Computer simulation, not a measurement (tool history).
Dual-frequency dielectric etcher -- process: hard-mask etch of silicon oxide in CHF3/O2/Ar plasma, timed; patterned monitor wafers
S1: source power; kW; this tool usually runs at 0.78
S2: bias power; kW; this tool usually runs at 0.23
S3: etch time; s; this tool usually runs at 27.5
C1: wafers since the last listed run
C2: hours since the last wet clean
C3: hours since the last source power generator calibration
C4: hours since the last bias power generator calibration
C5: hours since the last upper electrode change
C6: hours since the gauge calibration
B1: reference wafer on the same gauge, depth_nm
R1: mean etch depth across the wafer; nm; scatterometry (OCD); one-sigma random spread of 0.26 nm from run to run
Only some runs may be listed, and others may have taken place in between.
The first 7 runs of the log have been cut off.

Run 8, hour 171.8: usual settings but S1 0.73 kW, S2 0.244 kW; C1 225; C2 596.7; C3 2249.2; C4 4165.7; C5 4073; C6 469.4; B1 64.6. Result: R1 60.1 nm.
At hour 215.5: wet clean of the chamber.
Run 9, hour 216: usual settings but S1 0.73 kW, S2 0.244 kW; C1 190; C2 0.5; C3 2293.4; C4 4209.9; C5 4117.2; C6 513.6; B1 64.6. Result: R1 66.9 nm.
Run 10, hour 233.5: usual settings but S1 0.85 kW; C1 165; C2 18; C3 2310.9; C4 4227.4; C5 4134.7; C6 531.1; B1 64.6. Result: R1 70.1 nm.
Run 11, hour 253.8: usual settings but S1 0.85 kW; C1 191; C2 38.3; C3 2331.2; C4 4247.7; C5 4155; C6 551.4; B1 64.6. Result: R1 69.9 nm.
Run 12, hour 273.7: usual settings but S3 23.5 s; C1 187; C2 58.2; C3 2351.1; C4 4267.6; C5 4174.9; C6 571.3; B1 64.5. Result: R1 57.5 nm.
Run 13, hour 287.3: usual settings but S1 0.63 kW; C1 128; C2 71.8; C3 2364.7; C4 4281.2; C5 4188.5; C6 584.9; B1 64.5. Result: R1 62.7 nm.
At hour 305.2: bias power generator calibrated.
Run 14, hour 310.9: usual settings but S1 0.63 kW; C1 184; C2 95.4; C3 2388.3; C4 5.7; C5 4212.1; C6 608.5; B1 64.6. Result: R1 61.7 nm.
Run 15, hour 338.4: usual settings; C1 259; C2 122.9; C3 2415.8; C4 33.2; C5 4239.6; C6 636; B1 64.8. Result: R1 67.2 nm.
Run 16, hour 363.7: usual settings but S1 0.84 kW, S2 0.245 kW, S3 22.5 s; C1 238; C2 148.2; C3 2441.1; C4 58.5; C5 4264.9; C6 661.3; B1 64.7. Result: R1 57.4 nm.
At hour 398.9: wet clean of the chamber, repeated, since the last time left the tool worse.
Run 17, hour 399.4: usual settings but S3 25 s; C1 110; C2 0.5; C3 2476.8; C4 94.2; C5 4300.6; C6 697; B1 64.5. Result: R1 57.5 nm.
Run 18, hour 403.2: usual settings but S1 0.68 kW, S2 0.26 kW, S3 34.5 s; C1 35; C2 4.3; C3 2480.6; C4 98; C5 4304.4; C6 700.8; B1 64.5. Result: R1 78.3 nm.
At hour 422.6: gauge calibrated.
Run 19, hour 437.8: usual settings but S1 0.93 kW, S2 0.26 kW, S3 21 s; C1 326; C2 38.9; C3 2515.2; C4 132.6; C5 4339; C6 15.2; B1 64.5. Result: R1 53.6 nm.
Run 20, hour 474.7: usual settings but S1 0.84 kW, S2 0.206 kW; C1 348; C2 75.8; C3 2552.1; C4 169.5; C5 4375.9; C6 52.1; B1 64.6. Result: R1 63.1 nm.
Run 21, hour 500.5: usual settings; C1 243; C2 101.6; C3 2577.9; C4 195.3; C5 4401.7; C6 77.9; B1 64.5. Result: R1 63.1 nm.
Run 22, hour 515.4: usual settings but S1 0.89 kW, S2 0.205 kW, S3 34.5 s; C1 140; C2 116.5; C3 2592.8; C4 210.2; C5 4416.6; C6 92.8; B1 64.7. Result: R1 80.8 nm.
At hour 542.3: source power generator calibrated.
At hour 558: upper electrode replaced.
Run 23, hour 558.5: usual settings but S1 0.88 kW, S2 0.257 kW, S3 29.5 s; C1 221; C2 159.6; C3 16.2; C4 253.3; C5 0.5; C6 135.9; B1 64.5. Result: R1 72.9 nm.
Run 24, hour 572.2: usual settings; C1 129; C2 173.3; C3 29.9; C4 267; C5 14.2; C6 149.6; B1 64.5. Result: R1 62.9 nm.
Run 25, hour 587.5: usual settings but S3 30 s; C1 144; C2 188.6; C3 45.2; C4 282.3; C5 29.5; C6 164.9; B1 64.6. Result: R1 68.2 nm.
Run 26, hour 603.9: usual settings but S1 0.62 kW; C1 154; C2 205; C3 61.6; C4 298.7; C5 45.9; C6 181.3; B1 64.6. Result: R1 57.3 nm.
Run 27, hour 619.7: usual settings; C1 149; C2 220.8; C3 77.4; C4 314.5; C5 61.7; C6 197.1; B1 64.6. Result: R1 62.7 nm.
Run 28, hour 655: usual settings but S1 0.93 kW, S2 0.192 kW, S3 29.5 s; C1 333; C2 256.1; C3 112.7; C4 349.8; C5 97; C6 232.4; B1 64.5. Result: R1 68.2 nm.
Run 29, hour 690.2: usual settings; C1 332; C2 291.3; C3 147.9; C4 385; C5 132.2; C6 267.6; B1 64.6. Result: R1 62 nm.

Run 30 comes next. What will it give?
Run 30, hour 724.7: usual settings but S1 0.98 kW, S2 0.189 kW; C1 325; C2 325.8; C3 182.4; C4 419.5; C5 166.7; C6 302.1; B1 ?. Result: R1 ?.

{"run 30": {"B1": 64.6, "R1": 64.9}}
With no hidden state in the tool, this same run would have given R1 66.1 nm.

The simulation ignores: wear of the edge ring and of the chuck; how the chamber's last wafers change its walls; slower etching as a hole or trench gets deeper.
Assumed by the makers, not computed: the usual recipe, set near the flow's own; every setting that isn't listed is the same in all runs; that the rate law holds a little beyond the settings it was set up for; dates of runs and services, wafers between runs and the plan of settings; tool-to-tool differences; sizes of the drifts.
